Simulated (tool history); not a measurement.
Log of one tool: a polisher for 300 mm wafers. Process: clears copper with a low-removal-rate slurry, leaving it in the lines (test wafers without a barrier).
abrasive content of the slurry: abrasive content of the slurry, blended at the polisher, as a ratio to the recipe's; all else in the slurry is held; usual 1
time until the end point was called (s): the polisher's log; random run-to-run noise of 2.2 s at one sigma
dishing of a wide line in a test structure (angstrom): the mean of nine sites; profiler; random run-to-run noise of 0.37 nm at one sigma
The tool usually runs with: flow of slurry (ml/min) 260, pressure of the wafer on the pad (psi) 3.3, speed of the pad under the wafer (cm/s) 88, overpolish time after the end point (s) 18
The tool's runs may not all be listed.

| run | hour | flow of slurry (ml/min) | pressure of the wafer on the pad (psi) | speed of the pad under the wafer (cm/s) | abrasive content of the slurry | overpolish time after the end point (s) | wafers since the last listed run | wafers polished on this pad | hours since the slurry nozzle was cleaned | hours since the head pressure was calibrated | hours since the slurry blender was calibrated | incoming thickness of the incoming film, nm | time until the end point was called (s) | dishing of a wide line in a test structure (angstrom) |
|---|---|---|---|---|---|---|---|---|---|---|---|---|---|---|
| 1 | 0 | 260 | 3.3 | 88 | 0.9 | 18 | 0 | 1153 | 87.3 | 60.6 | 85.9 | 374 | 153.5 | 347 |
| 2 | 29.2 | 205 | 3.3 | 88 | 1 | 18 | 221 | 1375 | 116.5 | 89.8 | 115.1 | 375.6 | 164.8 | 354 |
|  | 59 | worn pad replaced by a new one |
| 3 | 64.1 | 200 | 3.3 | 88 | 1 | 18 | 234 | 38 | 151.4 | 124.7 | 150 | 375.3 | 161 | 343 |
| 4 | 90.9 | 260 | 3.3 | 88 | 0.8 | 18 | 203 | 242 | 178.2 | 151.5 | 176.8 | 374.7 | 171.4 | 338 |
| 5 | 125.5 | 260 | 3.3 | 88 | 1 | 18 | 262 | 505 | 212.8 | 186.1 | 211.4 | 376 | 160 | 352 |
| 6 | 145.4 | 260 | 2.8 | 58 | 1 | 18 | 151 | 656 | 232.7 | 206 | 231.3 | 377.1 | 276.3 | 210 |
|  | 175.8 | slurry blender recalibrated |
| 7 | 180.9 | 260 | 3.3 | 68 | 0.9 | 18 | 254 | 911 | 268.2 | 241.5 | 5.1 | 373.4 | 200.8 | 281 |
| 8 | 193.5 | 260 | 3.3 | 88 | 1 | 18 | 95 | 1006 | 280.8 | 254.1 | 17.7 | 369.8 | 153 | 361 |
| 9 | 213.2 | 260 | 3.3 | 88 | 1 | 18 | 149 | 1156 | 300.5 | 273.8 | 37.4 | 374.3 | 154 | 362 |
| 10 | 228.9 | 295 | 3.3 | 96 | 1 | 26 | 119 | 1275 | 316.2 | 289.5 | 53.1 | 368.4 | 136.6 | 544 |
| 11 | 261.7 | 315 | 3.3 | 88 | 1.25 | 18 | 249 | 1525 | 349 | 322.3 | 85.9 | 373.2 | 143.8 | 388 |
|  | 276.1 | head pressure recalibrated |
| 12 | 279.1 | 260 | 4.4 | 72 | 0.75 | 10 | 117 | 1642 | 366.4 | 3 | 103.3 | 377 | 162.8 | 198 |
|  | 299.3 | worn pad replaced by a new one |
| 13 | 300.8 | 260 | 3.3 | 88 | 1 | 18 | 134 | 11 | 388.1 | 24.7 | 125 | 372.5 | 156.3 | 351 |
| 14 | 319 | 325 | 3.3 | 88 | 1 | 10 | 138 | 149 | 406.3 | 42.9 | 143.2 | 376.3 | 152.3 | 213 |
|  | 335.4 | slurry nozzle cleaned |
| 15 | 342.4 | 260 | 3.3 | 88 | 1 | 18 | 170 | 319 | 7 | 66.3 | 166.6 | 371 | 157 | 355 |
| 16 | 419.9 | 330 | 3.3 | 58 | 0.85 | 18 | 588 | 908 | 84.5 | 143.8 | 244.1 | 378.4 | 256.5 | 230 |
|  | 447 | slurry blender recalibrated |
| 17 | 447.5 | 260 | 2.1 | 66 | 0.7 | 14 | 194 | 1103 | 112.1 | 171.4 | 0.5 | 373.7 | 308.6 | 147 |
| 18 | 476.6 | 260 | 3.3 | 74 | 1 | 7 | 221 | 1324 | 141.2 | 200.5 | 29.6 | 381 | 184.9 | 128 |
| 19 | 492.6 | 260 | 3.3 | 88 | 1.2 | 18 | 121 | 1446 | 157.2 | 216.5 | 45.6 | 380.1 | 151 | 379 |
| 20 | 508.7 | 260 | 3.3 | 60 | 1 | 18 | 122 | 1568 | 173.3 | 232.6 | 61.7 | 370.5 | 227.1 | 259 |
| 21 | 530 | 260 | 4 | 88 | 1 | 12 | 161 | 1730 | 194.6 | 253.9 | 83 | 378 | 139.3 | 286 |
| 22 | 551.8 | 180 | 3.6 | 88 | 1 | 18 | 165 | 1895 | 216.4 | 275.7 | 104.8 | 370.1 | 151.5 | 366 |
|  | 562.3 | worn pad replaced by a new one |
| 23 | 583.6 | 260 | 3.3 | 88 | 1 | 18 | 211 | 161 | 248.2 | 307.5 | 136.6 | 376.6 | 156 | 357 |
| 24 | 604.8 | 200 | 3.3 | 88 | 1.25 | 18 | 161 | 322 | 269.4 | 328.7 | 157.8 | 375 | 154.3 | 361 |
|  | 608.7 | head pressure recalibrated |
| 25 | 639.3 | 260 | 3.3 | 110 | 1 | 18 | 246 | 569 | 303.9 | 30.6 | 192.3 | 380.1 | 127.5 | 426 |
| 26 | 669.9 | 260 | 2.3 | 88 | 1 | 28 | 232 | 802 | 334.5 | 61.2 | 222.9 | 378.4 | 214 | 401 |
| 27 | 687.5 | 260 | 3.3 | 88 | 0.85 | 18 | 133 | 935 | 352.1 | 78.8 | 240.5 | 381 | 175.3 | 325 |

What if the next run were any one of these 5? Each begins from the tool's condition after run 27:
| A | 688 | 260 | 3.3 | 76 | 1 | 18 | 3 | 939 | 352.6 | 79.3 | 241 | 380.4 | ? | ? |
| B | 688 | 260 | 4.2 | 60 | 1 | 29 | 3 | 939 | 352.6 | 79.3 | 241 | 380.4 | ? | ? |
| C | 688 | 260 | 2.5 | 118 | 1 | 18 | 3 | 939 | 352.6 | 79.3 | 241 | 380.4 | ? | ? |
| D | 688 | 260 | 4.2 | 88 | 1 | 18 | 3 | 939 | 352.6 | 79.3 | 241 | 380.4 | ? | ? |
| E | 688 | 220 | 3.3 | 88 | 1 | 18 | 3 | 939 | 352.6 | 79.3 | 241 | 380.4 | ? | ? |

| run | time until the end point was called (s) | dishing of a wide line in a test structure (angstrom) |
|---|---|---|
| A | 192.8 | 298 |
| B | 201.8 | 443 |
| C | 152.7 | 364 |
| D | 137.6 | 407 |
| E | 169.5 | 335 |
Without the tool's hidden state the same runs would have given:
| run | time until the end point was called (s) | dishing of a wide line in a test structure (angstrom) |
|---|---|---|
| A | 180.3 | 317 |
| B | 188.7 | 469 |
| C | 142.8 | 386 |
| D | 128.7 | 432 |
| E | 158.6 | 356 |
